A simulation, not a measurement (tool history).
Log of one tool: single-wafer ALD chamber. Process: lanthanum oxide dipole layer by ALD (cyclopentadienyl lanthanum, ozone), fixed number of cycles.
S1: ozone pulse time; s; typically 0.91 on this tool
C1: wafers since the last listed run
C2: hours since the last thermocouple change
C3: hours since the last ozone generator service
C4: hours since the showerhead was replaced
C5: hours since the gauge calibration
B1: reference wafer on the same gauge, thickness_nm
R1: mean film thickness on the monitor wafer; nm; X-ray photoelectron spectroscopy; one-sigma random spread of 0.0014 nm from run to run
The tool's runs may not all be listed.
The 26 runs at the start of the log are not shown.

run 27 hour=368.8 | S1=0.91 | C1=182 C2=166.7 C3=37.4 C4=243.2 C5=155 | B1=0.447 | R1=0.539
run 28 hour=376 | S1=1.07 | C1=132 C2=173.9 C3=44.6 C4=250.4 C5=162.2 | B1=0.447 | R1=0.568
run 29 hour=391.6 | S1=0.73 | C1=287 C2=189.5 C3=60.2 C4=266 C5=177.8 | B1=0.447 | R1=0.491
run 30 hour=398.5 | S1=0.91 | C1=127 C2=196.4 C3=67.1 C4=272.9 C5=184.7 | B1=0.447 | R1=0.538
run 31 hour=410.5 | S1=1.16 | C1=221 C2=208.4 C3=79.1 C4=284.9 C5=196.7 | B1=0.446 | R1=0.582
run 32 hour=427.3 | S1=0.59 | C1=309 C2=225.2 C3=95.9 C4=301.7 C5=213.5 | B1=0.447 | R1=0.441
run 33 hour=434.5 | S1=1.22 | C1=132 C2=232.4 C3=103.1 C4=308.9 C5=220.7 | B1=0.447 | R1=0.587
run 34 hour=449.2 | S1=0.91 | C1=270 C2=247.1 C3=117.8 C4=323.6 C5=235.4 | B1=0.447 | R1=0.536

Alternative continuations, all from the tool just after run 34; predict every row:
run A hour=449.6 | S1=0.63 | C1=7 C2=247.5 C3=118.2 C4=324 C5=235.8 | B1=? | R1=?
run B hour=449.6 | S1=0.57 | C1=7 C2=247.5 C3=118.2 C4=324 C5=235.8 | B1=? | R1=?
run C hour=449.6 | S1=0.67 | C1=7 C2=247.5 C3=118.2 C4=324 C5=235.8 | B1=? | R1=?
run D hour=449.6 | S1=0.69 | C1=7 C2=247.5 C3=118.2 C4=324 C5=235.8 | B1=? | R1=?

run=A B1=0.447 R1=0.456
run=B B1=0.447 R1=0.432
run=C B1=0.447 R1=0.471
run=D B1=0.447 R1=0.478
Take away the tool's hidden state, keep each run's random variation, and the runs would have read:
run=A R1=0.461
run=B R1=0.437
run=C R1=0.476
run=D R1=0.482
